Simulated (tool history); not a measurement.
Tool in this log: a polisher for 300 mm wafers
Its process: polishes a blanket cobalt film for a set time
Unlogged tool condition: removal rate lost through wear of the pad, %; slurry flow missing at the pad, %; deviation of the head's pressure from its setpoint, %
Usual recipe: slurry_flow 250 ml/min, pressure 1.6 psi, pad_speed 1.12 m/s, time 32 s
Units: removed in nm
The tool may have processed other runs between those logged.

run,day,slurry_flow,pressure,pad_speed,time,wafers since the last listed run,wafers polished on this pad,hours since the slurry nozzle was cleaned,hours since the head pressure was calibrated,"incoming thickness of the incoming film, nm",removed
1,0.000,300,1.6,1.12,32,0,1536,347.7,910.1,1536.4,154.2
2,1.600,250,1.6,1.12,32,258,1794,386.1,948.5,1546.3,144.9
# day 1.979: worn pad replaced by a new one
3,4.396,250,1.6,1.12,32,424,389,453.2,1015.6,1569.7,144.8
# day 4.529: slurry nozzle cleaned
4,8.867,250,1.6,1.12,32,714,1104,104.1,1122.9,1551.6,147.0
5,12.650,250,1.6,1.12,32,610,1715,194.9,1213.7,1553.6,151.8
# day 14.942: worn pad replaced by a new one
6,17.062,250,1.6,1.40,32,685,342,300.8,1319.6,1536.5,184.8
7,18.888,250,1.6,1.40,32,294,636,344.6,1363.4,1535.5,180.1
8,21.279,250,1.6,1.40,32,385,1022,402.0,1420.8,1527.9,184.9
# day 22.717: head pressure recalibrated
# day 23.221: slurry nozzle cleaned
9,25.421,205,1.6,1.12,32,648,1670,52.8,64.9,1562.7,145.9
10,28.396,250,1.6,1.12,35,480,2150,124.2,136.3,1573.0,159.3
# day 28.833: worn pad replaced by a new one
11,31.621,250,1.6,1.12,32,493,449,201.6,213.7,1580.7,149.6
12,35.304,205,1.6,1.12,32,594,1044,290.0,302.1,1543.7,147.7
13,39.567,250,1.3,1.46,32,687,1732,392.3,404.4,1529.8,165.7
# day 41.200: worn pad replaced by a new one
14,42.846,225,2.0,1.36,23,502,265,471.0,483.1,1571.9,154.0
# day 43.312: slurry nozzle cleaned
15,44.492,250,1.6,0.84,32,258,524,28.3,522.6,1558.7,113.2
16,47.300,250,1.6,1.12,32,453,977,95.7,590.0,1526.4,149.1
17,50.038,335,1.6,0.74,43,441,1419,161.4,655.7,1537.8,135.3
# day 52.608: worn pad replaced by a new one
18,54.142,250,1.9,0.86,40,635,247,259.9,754.2,1557.6,159.6
19,62.433,295,1.4,1.12,32,1338,1585,458.9,953.2,1568.8,136.3
# day 62.996: slurry nozzle cleaned
20,64.025,285,1.6,1.12,26,250,1835,24.7,991.4,1575.8,123.3

Below are 4 alternative next runs, each starting from the tool's condition after run 20. Predict each:
A,64.042,250,1.6,1.12,32,2,1838,25.1,991.8,1564.8,?
B,64.042,250,1.4,0.72,43,2,1838,25.1,991.8,1564.8,?
C,64.042,250,2.0,1.12,37,2,1838,25.1,991.8,1564.8,?
D,64.042,250,1.6,1.12,27,2,1838,25.1,991.8,1564.8,?

run,removed
A,149.6
B,116.6
C,206.8
D,126.3
Without the tool's unlogged condition, the same runs would have read:
run,removed
A,149.6
B,116.6
C,206.8
D,126.3

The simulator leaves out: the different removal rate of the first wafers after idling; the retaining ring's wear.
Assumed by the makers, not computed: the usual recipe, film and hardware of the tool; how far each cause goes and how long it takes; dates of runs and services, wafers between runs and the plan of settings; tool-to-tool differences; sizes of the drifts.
